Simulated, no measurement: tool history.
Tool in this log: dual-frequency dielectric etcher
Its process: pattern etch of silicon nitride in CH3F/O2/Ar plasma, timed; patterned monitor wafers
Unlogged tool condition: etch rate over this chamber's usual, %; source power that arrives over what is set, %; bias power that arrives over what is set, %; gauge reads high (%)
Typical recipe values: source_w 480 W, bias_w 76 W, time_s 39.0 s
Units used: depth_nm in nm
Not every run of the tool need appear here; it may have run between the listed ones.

run	day	source_w	bias_w	time_s	wafers since the last listed run	hours since the last wet clean	hours since the last source power generator calibration	hours since the last bias power generator calibration	hours since the last upper electrode change	hours since the gauge calibration	read-back reference wafer on the same gauge, depth_nm	depth_nm
1	0.000	480	76	39.0	0	73.2	1511.0	3258.8	5703.8	324.3	37.50	32.59
2	1.062	480	76	35.5	333	98.7	1536.5	3284.3	5729.3	349.8	37.52	29.74
3	1.988	480	76	35.5	290	120.9	1558.7	3306.5	5751.5	372.0	37.50	29.53
4	2.571	480	76	35.5	183	134.9	1572.7	3320.5	5765.5	386.0	37.52	29.68
5	4.012	480	76	47.0	452	169.5	1607.3	3355.1	5800.1	420.6	37.48	39.31
6	4.662	480	76	47.0	204	185.1	1622.9	3370.7	5815.7	436.2	37.53	39.08
7	5.608	480	76	39.0	297	207.8	1645.6	3393.4	5838.4	458.9	37.53	32.45
# day 6.158: bias power generator calibrated
8	6.879	480	76	39.0	346	238.3	1676.1	17.3	5868.9	489.4	37.52	32.38
9	7.550	480	76	43.5	210	254.4	1692.2	33.4	5885.0	505.5	37.50	36.08
10	8.592	480	76	48.0	327	279.4	1717.2	58.4	5910.0	530.5	37.50	39.84
# day 12.183: upper electrode replaced
11	12.204	480	76	48.0	820	366.1	1803.9	145.1	0.5	617.2	37.51	39.75
12	12.375	480	76	48.0	53	370.2	1808.0	149.2	4.6	621.3	37.50	39.68
# day 12.817: source power generator calibrated
13	13.783	480	76	35.5	390	404.0	23.2	183.0	38.4	655.1	37.46	28.75
14	14.312	540	95	33.5	166	416.7	35.9	195.7	51.1	667.8	37.51	30.03
15	15.138	480	76	46.5	259	436.5	55.7	215.5	70.9	687.6	37.49	37.42
16	17.546	590	76	35.5	756	494.3	113.5	273.3	128.7	745.4	37.52	31.33
# day 19.654: wet clean of the chamber
17	19.675	480	69	31.5	354	0.5	164.6	324.4	179.8	796.5	37.48	25.39
18	19.688	560	76	39.0	3	0.8	164.9	324.7	180.1	796.8	37.52	34.34
19	20.225	480	76	39.0	168	13.7	177.8	337.6	193.0	809.7	37.50	32.05
# day 20.554: gauge calibrated
20	21.075	480	81	39.0	266	34.1	198.2	358.0	213.4	12.5	37.49	32.56
21	21.658	480	76	39.0	183	48.1	212.2	372.0	227.4	26.5	37.47	32.14
22	23.092	370	76	42.5	450	82.5	246.6	406.4	261.8	60.9	37.51	31.35
23	24.258	570	85	39.0	366	110.5	274.6	434.4	289.8	88.9	37.45	35.39
24	25.608	520	84	33.0	424	142.9	307.0	466.8	322.2	121.3	37.51	28.64
25	26.371	360	76	43.0	239	161.2	325.3	485.1	340.5	139.6	37.51	31.29
26	29.125	480	76	34.0	865	227.3	391.4	551.2	406.6	205.7	37.49	27.80
27	30.312	560	61	45.0	373	255.8	419.9	579.7	435.1	234.2	37.48	37.61
28	30.883	480	69	39.0	179	269.5	433.6	593.4	448.8	247.9	37.49	31.42
29	31.842	440	63	44.0	301	292.5	456.6	616.4	471.8	270.9	37.47	33.32

What was the tool's hidden state at every run in the log?
bias power that arrives over what is set, %: 0 in every run
gauge reads high (%): 0 in every run
H1: etch rate over this chamber's usual, %
H2: source power that arrives over what is set, %
run	H1	H2
1	-0.125	5.09
2	-0.23	5.11
3	-0.32	5.13
4	-0.378	5.14
5	-0.52	5.16
6	-0.583	5.17
7	-0.676	5.19
8	-0.801	5.21
9	-0.867	5.22
10	-0.97	5.23
11	-1.32	5.28
12	-1.34	5.28
13	-1.48	0.0913
14	-1.53	0.191
15	-1.61	0.343
16	-1.85	0.76
17	-0.0104	1.1
18	-0.0116	1.1
19	-0.0644	1.18
20	-0.148	1.31
21	-0.205	1.39
22	-0.346	1.59
23	-0.461	1.74
24	-0.594	1.91
25	-0.668	2
26	-0.939	2.31
27	-1.06	2.44
28	-1.11	2.5
29	-1.21	2.59

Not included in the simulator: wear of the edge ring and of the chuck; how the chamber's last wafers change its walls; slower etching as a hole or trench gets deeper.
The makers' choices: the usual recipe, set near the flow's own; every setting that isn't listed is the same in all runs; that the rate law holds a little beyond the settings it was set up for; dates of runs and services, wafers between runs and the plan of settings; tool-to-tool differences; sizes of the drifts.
